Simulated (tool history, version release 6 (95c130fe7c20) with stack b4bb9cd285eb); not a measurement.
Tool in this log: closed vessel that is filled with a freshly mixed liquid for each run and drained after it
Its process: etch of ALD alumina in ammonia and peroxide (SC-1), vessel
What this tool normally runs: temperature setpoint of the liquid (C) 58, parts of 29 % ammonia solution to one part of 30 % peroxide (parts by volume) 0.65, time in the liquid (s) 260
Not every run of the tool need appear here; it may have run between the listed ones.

run,hour,temperature setpoint of the liquid (C),parts of 29 % ammonia solution to one part of 30 % peroxide (parts by volume),time in the liquid (s),"read-back film thickness of the ALD alumina reference wafer, read on the same gauge (nm)",thickness taken off the ALD alumina on a monitor wafer (nm)
1,0,65,0.65,260,110.02,28.73
2,86.6,65,0.65,260,109.98,28.68
3,182.5,58,0.65,260,110,19.94
# hour 237.5: new drum of ammonia solution connected
4,253.8,58,0.65,260,110.02,20.19
# hour 273.2: gauge calibrated
5,340.2,58,0.65,260,109.97,20.1
6,426,58,0.65,260,109.98,20.04
7,479.8,58,0.65,260,109.99,20.02
8,529.9,58,0.65,260,109.99,20
9,569.4,58,0.65,380,110,29.09
10,656.4,58,0.65,380,110,28.86
11,713.8,58,0.55,140,110.03,10.44
12,779.5,53,0.75,125,110.01,7.37
13,866.4,58,0.65,260,110,19.71
# hour 901.4: new drum of ammonia solution connected
14,955.3,54.5,0.95,315,110.02,20.74
15,1023,58,0.65,260,109.98,19.73
# hour 1030.9: thermometer replaced
16,1078.4,65.5,0.65,260,110,30.1
17,1169.5,61,0.75,135,110,12.61
18,1208.3,58,0.65,260,110.03,20.39
# hour 1253.2: ammonia flow meter replaced
19,1282.3,53,0.75,190,109.99,11.58
20,1369,58,0.65,260,109.98,20.25
21,1433.7,68,0.45,220,109.99,27.42
# hour 1509: new drum of ammonia solution connected
22,1519.1,58,0.65,360,109.98,28.3
23,1584.5,58,0.95,260,109.96,21.23
24,1684.8,68,0.8,260,110.01,34.38
25,1779.7,58,0.65,260,109.99,20.17
26,1843.9,61,0.8,175,109.97,16.08
27,1902.7,52.5,0.55,190,110.01,10.79
28,1965.3,62.5,0.55,325,110.01,31.02
29,2018.6,62.5,0.9,260,109.99,25.97
# hour 2058: new drum of ammonia solution connected
30,2074.4,65.5,0.65,360,110,40.86

Here are 3 independent what-if runs from the current tool condition. What would each one return?
A,2075.1,61,0.65,260,?,?
B,2075.1,67.5,0.8,200,?,?
C,2075.1,62.5,0.65,165,?,?

run,"read-back film thickness of the ALD alumina reference wafer, read on the same gauge (nm)",thickness taken off the ALD alumina on a monitor wafer (nm)
A,110.01,23.42
B,110.01,25.44
C,110.01,16.04
What these runs would have given with no unlogged condition in the tool:
run,thickness taken off the ALD alumina on a monitor wafer (nm)
A,24.05
B,26.1
C,16.47
